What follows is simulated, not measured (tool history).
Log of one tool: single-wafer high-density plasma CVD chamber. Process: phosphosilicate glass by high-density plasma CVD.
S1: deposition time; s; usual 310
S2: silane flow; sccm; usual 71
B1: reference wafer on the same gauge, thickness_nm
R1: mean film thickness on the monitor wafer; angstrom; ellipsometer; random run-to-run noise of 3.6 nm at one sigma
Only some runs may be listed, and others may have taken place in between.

{"run": 1, "hour": 0.0, "S1": 341, "S2": 71, "B1": 2178.594, "R1": 26270.16}
{"run": 2, "hour": 12.4, "S1": 341, "S2": 71, "B1": 2180.647, "R1": 26308.6}
{"run": 3, "hour": 26.7, "S1": 310, "S2": 71, "B1": 2180.511, "R1": 23945.47}
{"run": 4, "hour": 40.2, "S1": 310, "S2": 71, "B1": 2178.97, "R1": 23966.2}
{"run": 5, "hour": 51.8, "S1": 310, "S2": 81, "B1": 2180.198, "R1": 26681.85}
{"hour": 60.7, "done": "silane flow controller replaced"}
{"run": 6, "hour": 67.5, "S1": 310, "S2": 81, "B1": 2179.366, "R1": 26692.41}
{"run": 7, "hour": 78.2, "S1": 310, "S2": 71, "B1": 2181.448, "R1": 23975.67}
{"hour": 84.5, "done": "gauge calibrated"}
{"run": 8, "hour": 95.8, "S1": 310, "S2": 71, "B1": 2180.537, "R1": 23846.71}
{"run": 9, "hour": 102.2, "S1": 341, "S2": 71, "B1": 2179.369, "R1": 26285.86}
{"run": 10, "hour": 110.3, "S1": 310, "S2": 71, "B1": 2179.006, "R1": 23862.71}
{"run": 11, "hour": 126.7, "S1": 339, "S2": 71, "B1": 2180.087, "R1": 26135.8}
{"run": 12, "hour": 142.1, "S1": 310, "S2": 79, "B1": 2180.643, "R1": 26057.89}
{"run": 13, "hour": 158.3, "S1": 342, "S2": 78, "B1": 2179.735, "R1": 28524.03}
{"run": 14, "hour": 164.4, "S1": 268, "S2": 71, "B1": 2180.42, "R1": 20740.86}
{"run": 15, "hour": 176.8, "S1": 335, "S2": 63, "B1": 2180.449, "R1": 23412.22}

4 ways to go on from here, each from the tool as it stands after run 15. What would each give?
{"run": "A", "hour": 177.3, "S1": 310, "S2": 85, "B1": "?", "R1": "?"}
{"run": "B", "hour": 177.3, "S1": 287, "S2": 83, "B1": "?", "R1": "?"}
{"run": "C", "hour": 177.3, "S1": 310, "S2": 61, "B1": "?", "R1": "?"}
{"run": "D", "hour": 177.3, "S1": 365, "S2": 71, "B1": "?", "R1": "?"}

run=A B1=2179.035 R1=27797.62
run=B B1=2179.035 R1=25224.45
run=C B1=2179.035 R1=21177.18
run=D B1=2179.035 R1=28182.35
What these runs would have given with no unlogged condition in the tool:
run=A R1=27797.62
run=B R1=25224.45
run=C R1=21177.18
run=D R1=28182.35
